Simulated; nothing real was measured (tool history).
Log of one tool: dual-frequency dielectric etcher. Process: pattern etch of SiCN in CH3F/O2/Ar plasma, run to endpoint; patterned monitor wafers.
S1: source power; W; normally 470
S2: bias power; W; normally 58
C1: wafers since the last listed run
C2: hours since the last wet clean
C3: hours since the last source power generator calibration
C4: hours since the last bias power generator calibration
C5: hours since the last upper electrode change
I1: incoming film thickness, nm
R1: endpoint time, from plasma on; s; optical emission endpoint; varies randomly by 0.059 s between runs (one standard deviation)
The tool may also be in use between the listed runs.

{"run": 1, "day": 0.0, "S1": 470, "S2": 58, "C1": 0, "C2": 9.4, "C3": 4004.5, "C4": 2513.3, "C5": 3440.7, "I1": 6.87, "R1": 19.5}
{"run": 2, "day": 1.35, "S1": 470, "S2": 58, "C1": 667, "C2": 41.8, "C3": 4036.9, "C4": 2545.7, "C5": 3473.1, "I1": 6.92, "R1": 19.7}
{"run": 3, "day": 1.979, "S1": 470, "S2": 58, "C1": 311, "C2": 56.9, "C3": 4052.0, "C4": 2560.8, "C5": 3488.2, "I1": 6.83, "R1": 19.4}
{"run": 4, "day": 2.729, "S1": 470, "S2": 58, "C1": 371, "C2": 74.9, "C3": 4070.0, "C4": 2578.8, "C5": 3506.2, "I1": 6.9, "R1": 19.6}
{"run": 5, "day": 3.708, "S1": 470, "S2": 58, "C1": 484, "C2": 98.4, "C3": 4093.5, "C4": 2602.3, "C5": 3529.7, "I1": 6.91, "R1": 19.6}
{"run": 6, "day": 4.738, "S1": 470, "S2": 58, "C1": 509, "C2": 123.1, "C3": 4118.2, "C4": 2627.0, "C5": 3554.4, "I1": 6.9, "R1": 19.5}
{"run": 7, "day": 5.542, "S1": 470, "S2": 58, "C1": 397, "C2": 142.4, "C3": 4137.5, "C4": 2646.3, "C5": 3573.7, "I1": 6.92, "R1": 19.5}
{"run": 8, "day": 6.625, "S1": 470, "S2": 58, "C1": 536, "C2": 168.4, "C3": 4163.5, "C4": 2672.3, "C5": 3599.7, "I1": 6.93, "R1": 19.6}
{"run": 9, "day": 7.808, "S1": 470, "S2": 58, "C1": 585, "C2": 196.8, "C3": 4191.9, "C4": 2700.7, "C5": 3628.1, "I1": 6.94, "R1": 19.4}
{"day": 8.846, "done": "source power generator calibrated"}
{"run": 10, "day": 9.062, "S1": 470, "S2": 69, "C1": 538, "C2": 226.9, "C3": 5.2, "C4": 2730.8, "C5": 3658.2, "I1": 6.91, "R1": 18.2}
{"run": 11, "day": 10.196, "S1": 470, "S2": 69, "C1": 560, "C2": 254.1, "C3": 32.4, "C4": 2758.0, "C5": 3685.4, "I1": 6.91, "R1": 18.1}
{"day": 11.942, "done": "upper electrode replaced"}
{"run": 12, "day": 11.962, "S1": 470, "S2": 69, "C1": 379, "C2": 296.5, "C3": 74.8, "C4": 2800.4, "C5": 0.5, "I1": 6.88, "R1": 18.0}
{"run": 13, "day": 12.254, "S1": 410, "S2": 45, "C1": 144, "C2": 303.5, "C3": 81.8, "C4": 2807.4, "C5": 7.5, "I1": 6.85, "R1": 22.9}
{"run": 14, "day": 12.858, "S1": 560, "S2": 58, "C1": 298, "C2": 318.0, "C3": 96.3, "C4": 2821.9, "C5": 22.0, "I1": 6.94, "R1": 17.8}
{"run": 15, "day": 14.346, "S1": 470, "S2": 58, "C1": 735, "C2": 353.7, "C3": 132.0, "C4": 2857.6, "C5": 57.7, "I1": 6.93, "R1": 19.4}
{"run": 16, "day": 15.692, "S1": 470, "S2": 58, "C1": 665, "C2": 386.0, "C3": 164.3, "C4": 2889.9, "C5": 90.0, "I1": 6.91, "R1": 19.3}
{"run": 17, "day": 16.45, "S1": 470, "S2": 47, "C1": 375, "C2": 404.2, "C3": 182.5, "C4": 2908.1, "C5": 108.2, "I1": 6.85, "R1": 20.8}
{"run": 18, "day": 18.567, "S1": 410, "S2": 45, "C1": 1047, "C2": 455.0, "C3": 233.3, "C4": 2958.9, "C5": 159.0, "I1": 6.93, "R1": 23.0}
{"day": 19.433, "done": "bias power generator calibrated"}
{"run": 19, "day": 19.575, "S1": 470, "S2": 58, "C1": 416, "C2": 479.2, "C3": 257.5, "C4": 3.4, "C5": 183.2, "I1": 6.96, "R1": 19.3}
{"run": 20, "day": 20.096, "S1": 470, "S2": 50, "C1": 257, "C2": 491.7, "C3": 270.0, "C4": 15.9, "C5": 195.7, "I1": 6.85, "R1": 20.2}
{"run": 21, "day": 21.421, "S1": 530, "S2": 58, "C1": 655, "C2": 523.5, "C3": 301.8, "C4": 47.7, "C5": 227.5, "I1": 6.81, "R1": 17.8}
{"run": 22, "day": 22.725, "S1": 510, "S2": 58, "C1": 645, "C2": 554.8, "C3": 333.1, "C4": 79.0, "C5": 258.8, "I1": 6.92, "R1": 18.5}
{"run": 23, "day": 24.033, "S1": 420, "S2": 46, "C1": 647, "C2": 586.2, "C3": 364.5, "C4": 110.4, "C5": 290.2, "I1": 6.91, "R1": 22.4}
{"day": 25.383, "done": "wet clean of the chamber"}
{"run": 24, "day": 25.404, "S1": 470, "S2": 63, "C1": 183, "C2": 0.5, "C3": 397.4, "C4": 143.3, "C5": 323.1, "I1": 6.86, "R1": 18.9}
{"run": 25, "day": 25.921, "S1": 360, "S2": 53, "C1": 255, "C2": 12.9, "C3": 409.8, "C4": 155.7, "C5": 335.5, "I1": 6.95, "R1": 23.9}
{"run": 26, "day": 28.75, "S1": 470, "S2": 58, "C1": 1399, "C2": 80.8, "C3": 477.7, "C4": 223.6, "C5": 403.4, "I1": 6.87, "R1": 19.5}
{"run": 27, "day": 30.233, "S1": 530, "S2": 47, "C1": 733, "C2": 116.4, "C3": 513.3, "C4": 259.2, "C5": 439.0, "I1": 6.86, "R1": 19.7}
{"run": 28, "day": 30.792, "S1": 530, "S2": 71, "C1": 276, "C2": 129.8, "C3": 526.7, "C4": 272.6, "C5": 452.4, "I1": 6.93, "R1": 16.9}
{"run": 29, "day": 32.062, "S1": 540, "S2": 67, "C1": 628, "C2": 160.3, "C3": 557.2, "C4": 303.1, "C5": 482.9, "I1": 6.83, "R1": 17.0}
{"run": 30, "day": 33.042, "S1": 470, "S2": 58, "C1": 484, "C2": 183.8, "C3": 580.7, "C4": 326.6, "C5": 506.4, "I1": 6.98, "R1": 19.8}
{"run": 31, "day": 33.575, "S1": 590, "S2": 52, "C1": 263, "C2": 196.6, "C3": 593.5, "C4": 339.4, "C5": 519.2, "I1": 6.85, "R1": 17.9}
{"run": 32, "day": 34.092, "S1": 410, "S2": 44, "C1": 255, "C2": 209.0, "C3": 605.9, "C4": 351.8, "C5": 531.6, "I1": 6.95, "R1": 23.7}
{"run": 33, "day": 35.375, "S1": 580, "S2": 48, "C1": 634, "C2": 239.8, "C3": 636.7, "C4": 382.6, "C5": 562.4, "I1": 6.86, "R1": 18.6}
{"run": 34, "day": 35.921, "S1": 360, "S2": 71, "C1": 270, "C2": 252.9, "C3": 649.8, "C4": 395.7, "C5": 575.5, "I1": 6.95, "R1": 21.0}
{"run": 35, "day": 36.779, "S1": 410, "S2": 45, "C1": 424, "C2": 273.5, "C3": 670.4, "C4": 416.3, "C5": 596.1, "I1": 6.83, "R1": 23.0}

Below are 5 alternative next runs, each starting from the tool's condition after run 35. Predict each:
{"run": "A", "day": 36.796, "S1": 470, "S2": 58, "C1": 8, "C2": 273.9, "C3": 670.8, "C4": 416.7, "C5": 596.5, "I1": 6.87, "R1": "?"}
{"run": "B", "day": 36.796, "S1": 470, "S2": 71, "C1": 8, "C2": 273.9, "C3": 670.8, "C4": 416.7, "C5": 596.5, "I1": 6.87, "R1": "?"}
{"run": "C", "day": 36.796, "S1": 520, "S2": 50, "C1": 8, "C2": 273.9, "C3": 670.8, "C4": 416.7, "C5": 596.5, "I1": 6.87, "R1": "?"}
{"run": "D", "day": 36.796, "S1": 370, "S2": 45, "C1": 8, "C2": 273.9, "C3": 670.8, "C4": 416.7, "C5": 596.5, "I1": 6.87, "R1": "?"}
{"run": "E", "day": 36.796, "S1": 570, "S2": 67, "C1": 8, "C2": 273.9, "C3": 670.8, "C4": 416.7, "C5": 596.5, "I1": 6.87, "R1": "?"}

run=A R1=19.2
run=B R1=17.7
run=C R1=19.3
run=D R1=24.5
run=E R1=16.4
With the hidden condition removed and each run's random variation left untouched, the same runs would have given:
run=A R1=19.6
run=B R1=18.1
run=C R1=19.7
run=D R1=24.9
run=E R1=16.7
